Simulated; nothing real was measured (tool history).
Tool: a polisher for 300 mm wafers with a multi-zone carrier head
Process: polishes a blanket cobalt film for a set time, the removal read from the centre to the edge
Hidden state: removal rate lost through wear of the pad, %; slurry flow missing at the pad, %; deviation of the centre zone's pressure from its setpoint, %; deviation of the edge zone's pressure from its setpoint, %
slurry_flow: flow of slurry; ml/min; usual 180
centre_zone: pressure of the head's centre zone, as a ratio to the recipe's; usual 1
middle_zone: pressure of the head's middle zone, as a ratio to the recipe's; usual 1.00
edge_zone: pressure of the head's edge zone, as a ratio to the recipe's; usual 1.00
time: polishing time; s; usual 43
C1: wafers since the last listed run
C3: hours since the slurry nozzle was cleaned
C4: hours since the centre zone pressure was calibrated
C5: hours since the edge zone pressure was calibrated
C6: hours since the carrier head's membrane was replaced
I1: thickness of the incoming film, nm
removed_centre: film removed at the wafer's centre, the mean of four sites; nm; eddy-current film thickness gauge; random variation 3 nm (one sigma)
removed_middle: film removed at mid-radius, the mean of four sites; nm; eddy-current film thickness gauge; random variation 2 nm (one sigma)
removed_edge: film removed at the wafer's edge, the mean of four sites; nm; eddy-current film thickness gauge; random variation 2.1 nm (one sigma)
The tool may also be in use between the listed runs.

{"run": 1, "hour": 0.0, "slurry_flow": 180, "centre_zone": 1, "middle_zone": 1.0, "edge_zone": 1.0, "time": 43, "C1": 0, "wafers polished on this pad": 5880, "C3": 320.6, "C4": 361.7, "C5": 663.7, "C6": 703.3, "I1": 990.9, "removed_centre": 209.2, "removed_middle": 208.2, "removed_edge": 212.0}
{"hour": 75.7, "done": "worn pad replaced by a new one"}
{"run": 2, "hour": 83.8, "slurry_flow": 180, "centre_zone": 1, "middle_zone": 1.0, "edge_zone": 1.0, "time": 43, "C1": 1393, "wafers polished on this pad": 141, "C3": 404.4, "C4": 445.5, "C5": 747.5, "C6": 787.1, "I1": 997.8, "removed_centre": 217.8, "removed_middle": 222.5, "removed_edge": 229.7}
{"hour": 113.5, "done": "slurry nozzle cleaned"}
{"run": 3, "hour": 148.5, "slurry_flow": 180, "centre_zone": 1, "middle_zone": 1.0, "edge_zone": 1.0, "time": 43, "C1": 1112, "wafers polished on this pad": 1253, "C3": 35.0, "C4": 510.2, "C5": 812.2, "C6": 851.8, "I1": 993.1, "removed_centre": 251.5, "removed_middle": 249.5, "removed_edge": 242.9}
{"run": 4, "hour": 198.3, "slurry_flow": 180, "centre_zone": 1, "middle_zone": 1.0, "edge_zone": 1.0, "time": 43, "C1": 869, "wafers polished on this pad": 2122, "C3": 84.8, "C4": 560.0, "C5": 862.0, "C6": 901.6, "I1": 999.9, "removed_centre": 242.9, "removed_middle": 238.0, "removed_edge": 241.3}
{"run": 5, "hour": 288.8, "slurry_flow": 180, "centre_zone": 1, "middle_zone": 1.0, "edge_zone": 1.0, "time": 43, "C1": 1579, "wafers polished on this pad": 3702, "C3": 175.3, "C4": 650.5, "C5": 952.5, "C6": 992.1, "I1": 980.1, "removed_centre": 235.5, "removed_middle": 228.1, "removed_edge": 229.0}
{"hour": 395.4, "done": "worn pad replaced by a new one"}
{"run": 6, "hour": 396.0, "slurry_flow": 180, "centre_zone": 1, "middle_zone": 1.0, "edge_zone": 1.0, "time": 43, "C1": 1801, "wafers polished on this pad": 11, "C3": 282.5, "C4": 757.7, "C5": 1059.7, "C6": 1099.3, "I1": 990.9, "removed_centre": 236.3, "removed_middle": 231.9, "removed_edge": 235.6}
{"run": 7, "hour": 433.9, "slurry_flow": 180, "centre_zone": 1, "middle_zone": 1.0, "edge_zone": 1.0, "time": 43, "C1": 661, "wafers polished on this pad": 672, "C3": 320.4, "C4": 795.6, "C5": 1097.6, "C6": 1137.2, "I1": 973.6, "removed_centre": 231.9, "removed_middle": 231.9, "removed_edge": 238.2}
{"hour": 454.5, "done": "centre zone pressure recalibrated"}
{"run": 8, "hour": 505.4, "slurry_flow": 180, "centre_zone": 1, "middle_zone": 1.0, "edge_zone": 1.0, "time": 43, "C1": 1213, "wafers polished on this pad": 1886, "C3": 391.9, "C4": 50.9, "C5": 1169.1, "C6": 1208.7, "I1": 986.1, "removed_centre": 219.3, "removed_middle": 221.6, "removed_edge": 227.9}
{"run": 9, "hour": 573.1, "slurry_flow": 180, "centre_zone": 1, "middle_zone": 1.0, "edge_zone": 1.0, "time": 43, "C1": 1181, "wafers polished on this pad": 3068, "C3": 459.6, "C4": 118.6, "C5": 1236.8, "C6": 1276.4, "I1": 1002.8, "removed_centre": 213.6, "removed_middle": 211.5, "removed_edge": 217.2}
{"hour": 621.5, "done": "slurry nozzle cleaned"}
{"run": 10, "hour": 636.4, "slurry_flow": 180, "centre_zone": 1, "middle_zone": 1.0, "edge_zone": 1.0, "time": 43, "C1": 1087, "wafers polished on this pad": 4155, "C3": 14.9, "C4": 181.9, "C5": 1300.1, "C6": 1339.7, "I1": 970.5, "removed_centre": 235.7, "removed_middle": 231.9, "removed_edge": 229.8}
{"hour": 728.0, "done": "carrier head's membrane replaced by a new one"}
{"hour": 776.7, "done": "worn pad replaced by a new one"}
{"hour": 860.4, "done": "edge zone pressure recalibrated"}
{"run": 11, "hour": 881.6, "slurry_flow": 245, "centre_zone": 1, "middle_zone": 1.0, "edge_zone": 1.0, "time": 53, "C1": 4088, "wafers polished on this pad": 1796, "C3": 260.1, "C4": 427.1, "C5": 21.2, "C6": 153.6, "I1": 988.5, "removed_centre": 317.5, "removed_middle": 306.2, "removed_edge": 304.8}
{"run": 12, "hour": 954.5, "slurry_flow": 180, "centre_zone": 1, "middle_zone": 0.96, "edge_zone": 1.0, "time": 43, "C1": 1272, "wafers polished on this pad": 3068, "C3": 333.0, "C4": 500.0, "C5": 94.1, "C6": 226.5, "I1": 992.1, "removed_centre": 226.5, "removed_middle": 214.8, "removed_edge": 227.5}
{"run": 13, "hour": 994.5, "slurry_flow": 140, "centre_zone": 1, "middle_zone": 1.05, "edge_zone": 0.92, "time": 33, "C1": 698, "wafers polished on this pad": 3767, "C3": 373.0, "C4": 540.0, "C5": 134.1, "C6": 266.5, "I1": 987.1, "removed_centre": 153.2, "removed_middle": 158.6, "removed_edge": 156.3}
{"hour": 1046.1, "done": "slurry nozzle cleaned"}
{"run": 14, "hour": 1049.3, "slurry_flow": 180, "centre_zone": 1, "middle_zone": 1.0, "edge_zone": 1.0, "time": 43, "C1": 939, "wafers polished on this pad": 4706, "C3": 3.2, "C4": 594.8, "C5": 188.9, "C6": 321.3, "I1": 990.9, "removed_centre": 237.8, "removed_middle": 237.3, "removed_edge": 232.5}
{"hour": 1088.4, "done": "worn pad replaced by a new one"}
{"run": 15, "hour": 1133.1, "slurry_flow": 130, "centre_zone": 1, "middle_zone": 1.0, "edge_zone": 0.96, "time": 33, "C1": 1393, "wafers polished on this pad": 779, "C3": 87.0, "C4": 678.6, "C5": 272.7, "C6": 405.1, "I1": 999.4, "removed_centre": 175.6, "removed_middle": 174.0, "removed_edge": 173.9}

Forecast run 16:
{"run": 16, "hour": 1237.6, "slurry_flow": 180, "centre_zone": 1, "middle_zone": 1.0, "edge_zone": 1.0, "time": 43, "C1": 1824, "wafers polished on this pad": 2604, "C3": 191.5, "C4": 783.1, "C5": 377.2, "C6": 509.6, "I1": 966.9, "removed_centre": "?", "removed_middle": "?", "removed_edge": "?"}

Run 16 gave removed_centre 240.9 nm, removed_middle 234.3 nm, removed_edge 241.0 nm.
Without the tool's hidden state the same run would have given removed_centre 258.9 nm, removed_middle 250.7 nm, removed_edge 255.3 nm.
